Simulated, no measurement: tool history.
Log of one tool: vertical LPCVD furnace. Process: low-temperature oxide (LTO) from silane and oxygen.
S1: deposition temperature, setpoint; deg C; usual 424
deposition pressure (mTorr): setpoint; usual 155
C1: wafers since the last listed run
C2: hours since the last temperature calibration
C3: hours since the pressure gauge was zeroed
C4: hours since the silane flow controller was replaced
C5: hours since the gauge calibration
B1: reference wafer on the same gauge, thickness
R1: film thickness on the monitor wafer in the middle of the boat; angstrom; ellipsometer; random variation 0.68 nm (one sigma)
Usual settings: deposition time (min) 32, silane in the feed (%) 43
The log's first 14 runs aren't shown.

{"run": 15, "hour": 1217.5, "S1": 424, "deposition pressure (mTorr)": 155, "deposition time (min)": 32, "silane in the feed (%)": 43, "C1": 1995, "C2": 884.4, "C3": 658.1, "C4": 545.3, "C5": 682.4, "B1": 363.73, "R1": 3101.2}
{"run": 16, "hour": 1278.2, "S1": 420, "deposition pressure (mTorr)": 120, "deposition time (min)": 38.5, "silane in the feed (%)": 37, "C1": 1195, "C2": 945.1, "C3": 718.8, "C4": 606, "C5": 743.1, "B1": 363.83, "R1": 2340.9}
{"run": 17, "hour": 1600.4, "S1": 417, "deposition pressure (mTorr)": 175, "deposition time (min)": 32, "silane in the feed (%)": 43, "C1": 6346, "C2": 1267.3, "C3": 1041, "C4": 928.2, "C5": 1065.3, "B1": 364.05, "R1": 3265.3}
{"run": 18, "hour": 1636.9, "S1": 433, "deposition pressure (mTorr)": 180, "deposition time (min)": 23, "silane in the feed (%)": 38, "C1": 718, "C2": 1303.8, "C3": 1077.5, "C4": 964.7, "C5": 1101.8, "B1": 363.94, "R1": 2466.6}
{"run": 19, "hour": 1698.4, "S1": 413, "deposition pressure (mTorr)": 115, "deposition time (min)": 36, "silane in the feed (%)": 36, "C1": 1211, "C2": 1365.3, "C3": 1139, "C4": 1026.2, "C5": 1163.3, "B1": 364.21, "R1": 1877}
{"run": 20, "hour": 1778.8, "S1": 424, "deposition pressure (mTorr)": 155, "deposition time (min)": 32, "silane in the feed (%)": 43, "C1": 1583, "C2": 1445.7, "C3": 1219.4, "C4": 1106.6, "C5": 1243.7, "B1": 364.02, "R1": 3091.3}
{"run": 21, "hour": 1871.8, "S1": 432, "deposition pressure (mTorr)": 155, "deposition time (min)": 41, "silane in the feed (%)": 49, "C1": 1831, "C2": 1538.7, "C3": 1312.4, "C4": 1199.6, "C5": 1336.7, "B1": 364.18, "R1": 4796.2}
{"run": 22, "hour": 1935.1, "S1": 424, "deposition pressure (mTorr)": 155, "deposition time (min)": 32, "silane in the feed (%)": 43, "C1": 1246, "C2": 1602, "C3": 1375.7, "C4": 1262.9, "C5": 1400, "B1": 363.95, "R1": 3080}
{"run": 23, "hour": 2037.2, "S1": 424, "deposition pressure (mTorr)": 155, "deposition time (min)": 32, "silane in the feed (%)": 37, "C1": 2011, "C2": 1704.1, "C3": 1477.8, "C4": 1365, "C5": 1502.1, "B1": 364, "R1": 2602.8}
{"run": 24, "hour": 2081.0, "S1": 424, "deposition pressure (mTorr)": 155, "deposition time (min)": 32, "silane in the feed (%)": 43, "C1": 862, "C2": 1747.9, "C3": 1521.6, "C4": 1408.8, "C5": 1545.9, "B1": 363.88, "R1": 3077.2}
{"run": 25, "hour": 2182.9, "S1": 424, "deposition pressure (mTorr)": 155, "deposition time (min)": 32, "silane in the feed (%)": 43, "C1": 2007, "C2": 1849.8, "C3": 1623.5, "C4": 1510.7, "C5": 1647.8, "B1": 364.19, "R1": 3088.2}
{"run": 26, "hour": 2498.3, "S1": 424, "deposition pressure (mTorr)": 155, "deposition time (min)": 32, "silane in the feed (%)": 43, "C1": 6212, "C2": 2165.2, "C3": 1938.9, "C4": 1826.1, "C5": 1963.2, "B1": 363.84, "R1": 3065.2}
{"run": 27, "hour": 2592.1, "S1": 436, "deposition pressure (mTorr)": 170, "deposition time (min)": 32, "silane in the feed (%)": 40, "C1": 1847, "C2": 2259, "C3": 2032.7, "C4": 1919.9, "C5": 2057, "B1": 364.02, "R1": 3495.5}
{"run": 28, "hour": 2697.9, "S1": 424, "deposition pressure (mTorr)": 180, "deposition time (min)": 32, "silane in the feed (%)": 43, "C1": 2083, "C2": 2364.8, "C3": 2138.5, "C4": 2025.7, "C5": 2162.8, "B1": 363.91, "R1": 3571.5}
{"run": 29, "hour": 2781.0, "S1": 436, "deposition pressure (mTorr)": 155, "deposition time (min)": 32, "silane in the feed (%)": 43, "C1": 1636, "C2": 2447.9, "C3": 2221.6, "C4": 2108.8, "C5": 2245.9, "B1": 363.74, "R1": 3449.7}
{"run": 30, "hour": 2853.4, "S1": 424, "deposition pressure (mTorr)": 175, "deposition time (min)": 32, "silane in the feed (%)": 39, "C1": 1426, "C2": 2520.3, "C3": 2294, "C4": 2181.2, "C5": 2318.3, "B1": 363.96, "R1": 3119.7}
{"run": 31, "hour": 2924.7, "S1": 427, "deposition pressure (mTorr)": 120, "deposition time (min)": 32, "silane in the feed (%)": 43, "C1": 1404, "C2": 2591.6, "C3": 2365.3, "C4": 2252.5, "C5": 2389.6, "B1": 363.95, "R1": 2442.3}

Forecast each of these 4 alternatives for the next run:
{"run": "A", "hour": 2928.5, "S1": 430, "deposition pressure (mTorr)": 155, "deposition time (min)": 32, "silane in the feed (%)": 43, "C1": 74, "C2": 2595.4, "C3": 2369.1, "C4": 2256.3, "C5": 2393.4, "B1": "?", "R1": "?"}
{"run": "B", "hour": 2928.5, "S1": 429, "deposition pressure (mTorr)": 120, "deposition time (min)": 37, "silane in the feed (%)": 50, "C1": 74, "C2": 2595.4, "C3": 2369.1, "C4": 2256.3, "C5": 2393.4, "B1": "?", "R1": "?"}
{"run": "C", "hour": 2928.5, "S1": 418, "deposition pressure (mTorr)": 130, "deposition time (min)": 32, "silane in the feed (%)": 43, "C1": 74, "C2": 2595.4, "C3": 2369.1, "C4": 2256.3, "C5": 2393.4, "B1": "?", "R1": "?"}
{"run": "D", "hour": 2928.5, "S1": 424, "deposition pressure (mTorr)": 155, "deposition time (min)": 32, "silane in the feed (%)": 45, "C1": 74, "C2": 2595.4, "C3": 2369.1, "C4": 2256.3, "C5": 2393.4, "B1": "?", "R1": "?"}

run=A B1=364.19 R1=3253.4
run=B B1=364.19 R1=3298.6
run=C B1=364.19 R1=2424.5
run=D B1=364.19 R1=3211.7
Without the tool's hidden state the same runs would have given:
run=A R1=3294.1
run=B R1=3324.8
run=C R1=2456.1
run=D R1=3248.4

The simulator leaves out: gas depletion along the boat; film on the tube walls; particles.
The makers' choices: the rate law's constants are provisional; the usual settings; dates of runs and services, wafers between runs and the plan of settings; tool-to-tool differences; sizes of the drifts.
